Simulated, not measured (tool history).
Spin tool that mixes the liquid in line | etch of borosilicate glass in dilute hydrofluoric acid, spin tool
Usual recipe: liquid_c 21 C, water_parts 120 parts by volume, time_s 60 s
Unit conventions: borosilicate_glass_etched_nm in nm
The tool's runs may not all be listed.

run   hour  liquid_c  water_parts  time_s  wafers since the last listed run  hours since the thermometer was replaced  hours since the hydrofluoric acid flow meter was replaced  hours since the gauge calibration  read-back film thickness of the borosilicate glass reference wafer, read on the same gauge (nm)  borosilicate_glass_etched_nm
  1      0        21          120      60                                 0                                    1553.5                                                     1659.7                              362.5                                                                                               40                         19.37
  2   14.6        21          120      60                               112                                    1568.1                                                     1674.3                              377.1                                                                                               40                         19.35
  3     29        21          120      60                               110                                    1582.5                                                     1688.7                              391.5                                                                                            40.01                         19.47
  4   41.6        24          105      60                                97                                    1595.1                                                     1701.3                              404.1                                                                                            40.03                         25.55
  5   57.8        21          120      60                               124                                    1611.3                                                     1717.5                              420.3                                                                                            40.02                         19.45
  6   72.1        21          120      60                               110                                    1625.6                                                     1731.8                              434.6                                                                                            39.99                         19.58
  7   85.7        21          120      60                               104                                    1639.2                                                     1745.4                              448.2                                                                                            39.99                         19.63
  8   93.6        21          155      60                                60                                    1647.1                                                     1753.3                              456.1                                                                                               40                         14.62
      98.9  -- thermometer replaced
  9  110.6        21           95      60                               123                                      11.7                                                     1770.3                              473.1                                                                                            40.03                         25.24
 10    120        21           95      60                                72                                      21.1                                                     1779.7                              482.5                                                                                            39.98                         25.49
     123.9  -- gauge calibrated
 11  130.7        21           95      60                                82                                      31.8                                                     1790.4                                6.8                                                                                            39.99                         25.39
     138.7  -- hydrofluoric acid flow meter replaced
 12  142.7        21          120      60                                84                                      43.8                                                          4                               18.8                                                                                            40.01                         17.73
 13  150.1        21          120      60                                56                                      51.2                                                       11.4                               26.2                                                                                            40.01                         17.59
 14  162.8        21           80      60                                97                                      63.9                                                       24.1                               38.9                                                                                            39.99                         27.53
 15  176.6        21          120      25                               106                                      77.7                                                       37.9                               52.7                                                                                            40.01                          7.34
 16  182.9        21          165      75                                48                                        84                                                       44.2                                 59                                                                                            39.97                         15.27
 17  190.5        21          120      60                                58                                      91.6                                                       51.8                               66.6                                                                                               40                         17.66
 18    198        21          120      60                                57                                      99.1                                                       59.3                               74.1                                                                                            39.99                         17.64
 19  205.7      23.5          120      85                                59                                     106.8                                                         67                               81.8                                                                                            39.97                         27.58
 20  219.1      23.5          155      80                               103                                     120.2                                                       80.4                               95.2                                                                                               40                         19.34
 21  229.3        21          120      60                                78                                     130.4                                                       90.6                              105.4                                                                                            40.02                          17.7
 22  244.9        21           85      60                               120                                       146                                                      106.2                                121                                                                                            39.99                            26
 23  251.2        21           65      35                                48                                     152.3                                                      112.5                              127.3                                                                                            39.97                         20.29
 24    267        21          120      60                               121                                     168.1                                                      128.3                              143.1                                                                                            39.99                         17.76
 25  277.7        24          120      60                                82                                     178.8                                                        139                              153.8                                                                                            40.01                         19.92
 26  293.9      22.5          120      25                               124                                       195                                                      155.2                                170                                                                                            39.97                          7.86
 27  307.3        21          170      60                               103                                     208.4                                                      168.6                              183.4                                                                                            39.99                         11.79
 28  315.1        17          165      90                                60                                     216.2                                                      176.4                              191.2                                                                                            40.01                         15.77
 29  331.7        21          100      30                               127                                     232.8                                                        193                              207.8                                                                                            39.99                         10.91
 30  339.8      24.5          175      35                                62                                     240.9                                                      201.1                              215.9                                                                                               40                           7.7
 31  348.9      19.5          140      30                                70                                       250                                                      210.2                                225                                                                                            39.99                          7.05
 32  359.7      22.5           95      85                                83                                     260.8                                                        221                              235.8                                                                                            39.98                         34.96
 33  368.8      22.5          160      80                                70                                     269.9                                                      230.1                              244.9                                                                                            40.01                            18

Here are 4 independent what-if runs from the current tool condition. What would each one return?
  A  369.2        21          120      60                                 3                                     270.3                                                      230.5                              245.3                                                                                                ?                             ?
  B  369.2      23.5           70      75                                 3                                     270.3                                                      230.5                              245.3                                                                                                ?                             ?
  C  369.2      18.5          140      95                                 3                                     270.3                                                      230.5                              245.3                                                                                                ?                             ?
  D  369.2        18           80      75                                 3                                     270.3                                                      230.5                              245.3                                                                                                ?                             ?

run  read-back film thickness of the borosilicate glass reference wafer, read on the same gauge (nm)  borosilicate_glass_etched_nm
  A                                                                                            39.99                         17.72
  B                                                                                            39.99                         44.56
  C                                                                                            39.99                         21.29
  D                                                                                            39.99                         30.67
What these runs would have given with no unlogged condition in the tool:
run  borosilicate_glass_etched_nm
  A                          17.4
  B                         43.77
  C                         20.89
  D                         30.12
